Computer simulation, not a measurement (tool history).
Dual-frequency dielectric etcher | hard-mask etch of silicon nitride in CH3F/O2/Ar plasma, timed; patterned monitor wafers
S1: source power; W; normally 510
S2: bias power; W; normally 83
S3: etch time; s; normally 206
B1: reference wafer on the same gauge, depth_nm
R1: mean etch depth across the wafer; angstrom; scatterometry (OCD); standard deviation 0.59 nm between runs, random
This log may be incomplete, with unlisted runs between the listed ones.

run 1 day=0 | S1=510 S2=83 S3=206 | B1=178.1 | R1=1689
run 2 day=0.567 | S1=510 S2=83 S3=206 | B1=177.8 | R1=1697
run 3 day=1.071 | S1=510 S2=83 S3=206 | B1=178.2 | R1=1682
run 4 day=1.383 | S1=510 S2=83 S3=206 | B1=178 | R1=1702
run 5 day=2.079 | S1=510 S2=70 S3=165 | B1=178.1 | R1=1239
run 6 day=2.792 | S1=510 S2=70 S3=165 | B1=177.9 | R1=1241
run 7 day=3.225 | S1=510 S2=70 S3=165 | B1=177.9 | R1=1240
run 8 day=3.479 | S1=510 S2=83 S3=206 | B1=178 | R1=1692
run 9 day=4.108 | S1=510 S2=83 S3=206 | B1=177.9 | R1=1689
run 10 day=5.454 | S1=510 S2=83 S3=206 | B1=177.8 | R1=1687
run 11 day=6.175 | S1=480 S2=73 S3=206 | B1=178 | R1=1535
run 12 day=6.925 | S1=480 S2=73 S3=206 | B1=178.1 | R1=1522
run 13 day=8.875 | S1=570 S2=83 S3=206 | B1=178 | R1=1809
run 14 day=9.171 | S1=510 S2=94 S3=239.5 | B1=178 | R1=2084
run 15 day=9.696 | S1=390 S2=71 S3=187 | B1=178.1 | R1=1183
run 16 day=10.908 | S1=510 S2=83 S3=233.5 | B1=177.9 | R1=1921
run 17 day=10.921 | S1=510 S2=101 S3=160.5 | B1=177.9 | R1=1444
run 18 day=11.067 | S1=510 S2=83 S3=257.5 | B1=177.7 | R1=2110
run 19 day=11.683 | S1=590 S2=83 S3=206 | B1=177.9 | R1=1832
run 20 day=12.171 | S1=550 S2=83 S3=206 | B1=178.1 | R1=1759
run 21 day=12.475 | S1=450 S2=65 S3=206 | B1=178 | R1=1388
run 22 day=13.025 | S1=510 S2=83 S3=206 | B1=177.9 | R1=1694
run 23 day=13.471 | S1=430 S2=92 S3=237 | B1=178 | R1=1835
run 24 day=14.204 | S1=550 S2=94 S3=223 | B1=178.2 | R1=2019
run 25 day=14.608 | S1=510 S2=83 S3=206 | B1=178 | R1=1691

Taken out of this log: 5 entries between the listed runs. Where each belongs, and how the hidden state differs across it:
Runs 9 to 10: source power generator calibrated (day 4.517)
  no hidden state differs between the two runs
Runs 12 to 13: upper electrode replaced (day 8.854)
  no hidden state differs between the two runs
Runs 15 to 16: bias power generator calibrated (day 10.225); gauge calibrated (day 10.404); wet clean of the chamber (day 10.888)
  no hidden state differs between the two runs
